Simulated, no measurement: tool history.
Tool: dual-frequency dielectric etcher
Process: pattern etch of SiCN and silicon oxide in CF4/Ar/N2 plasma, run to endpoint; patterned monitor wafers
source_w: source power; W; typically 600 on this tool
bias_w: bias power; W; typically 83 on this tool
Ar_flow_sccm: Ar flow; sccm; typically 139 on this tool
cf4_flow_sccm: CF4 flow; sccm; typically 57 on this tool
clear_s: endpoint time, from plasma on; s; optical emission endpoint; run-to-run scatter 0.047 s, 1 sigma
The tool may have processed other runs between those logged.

run   hour  source_w  bias_w  Ar_flow_sccm  cf4_flow_sccm  wafers since the last listed run  hours since the last wet clean  hours since the last source power generator calibration  hours since the last bias power generator calibration  hours since the last Ar flow controller change  hours since the last CF4 flow controller change  hours since the last upper electrode change  incoming incoming film thickness, nm  clear_s
  1      0       600      83           139             57                                 0                           219.2                                                   3679.6                                                  120.6                                          3773.3                                             60.8                                         5112                                 16.53     15.2
  2   16.5       600      89           139             57                               274                           235.7                                                   3696.1                                                  137.1                                          3789.8                                             77.3                                       5128.5                                 16.45     14.7
  3   51.3       510      99           114             69                               579                           270.5                                                   3730.9                                                  171.9                                          3824.6                                            112.1                                       5163.3                                 16.62     15.7
  4   75.2       600      76           139             43                               397                           294.4                                                   3754.8                                                  195.8                                          3848.5                                              136                                       5187.2                                  16.5     16.4
        83  -- source power generator calibrated
  5   96.4       680      83           139             62                               286                           315.6                                                     13.4                                                    217                                          3869.7                                            157.2                                       5208.4                                 16.57     14.2
  6  125.3       740      83           114             49                               480                           344.5                                                     42.3                                                  245.9                                          3898.6                                            186.1                                       5237.3                                 16.52     13.2
  7  148.7       600      83           139             57                               389                           367.9                                                     65.7                                                  269.3                                            3922                                            209.5                                       5260.7                                 16.49       16
  8  175.2       650      78           139             71                               440                           394.4                                                     92.2                                                  295.8                                          3948.5                                              236                                       5287.2                                 16.55       15
     201.4  -- wet clean of the chamber
  9  201.9       600      83           106             57                                44                             0.5                                                    118.9                                                  322.5                                          3975.2                                            262.7                                       5313.9                                 16.31     14.8
 10  221.7       600      83           139             57                               329                            20.3                                                    138.7                                                  342.3                                            3995                                            282.5                                       5333.7                                 16.59     15.7
     245.4  -- Ar flow controller replaced
 11  253.6       600      83           125             43                               430                            52.2                                                    170.6                                                  374.2                                             8.2                                            314.4                                       5365.6                                 16.52     15.9
 12  287.5       600      63           139             57                               564                            86.1                                                    204.5                                                  408.1                                            42.1                                            348.3                                       5399.5                                 16.41     17.7
     323.6  -- upper electrode replaced
 13  324.1       510      83           172             57                               209                           122.7                                                    241.1                                                  444.7                                            78.7                                            384.9                                          0.5                                 16.31     18.5
 14  340.8       600      92           152             57                               277                           139.4                                                    257.8                                                  461.4                                            95.4                                            401.6                                         17.2                                 16.45     15.1
 15  363.5       600     101           151             57                               377                           162.1                                                    280.5                                                  484.1                                           118.1                                            424.3                                         39.9                                 16.35     14.4

Run 16 has not been measured yet. What should we expect?
 16  378.8       600      83           139             57                               254                           177.4                                                    295.8                                                  499.4                                           133.4                                            439.6                                         55.2                                 16.55        ?

Run 16 yielded clear_s 15.8 s.
On a tool with no hidden condition, and with the same random variation, this run would have come out at clear_s 15.8 s.
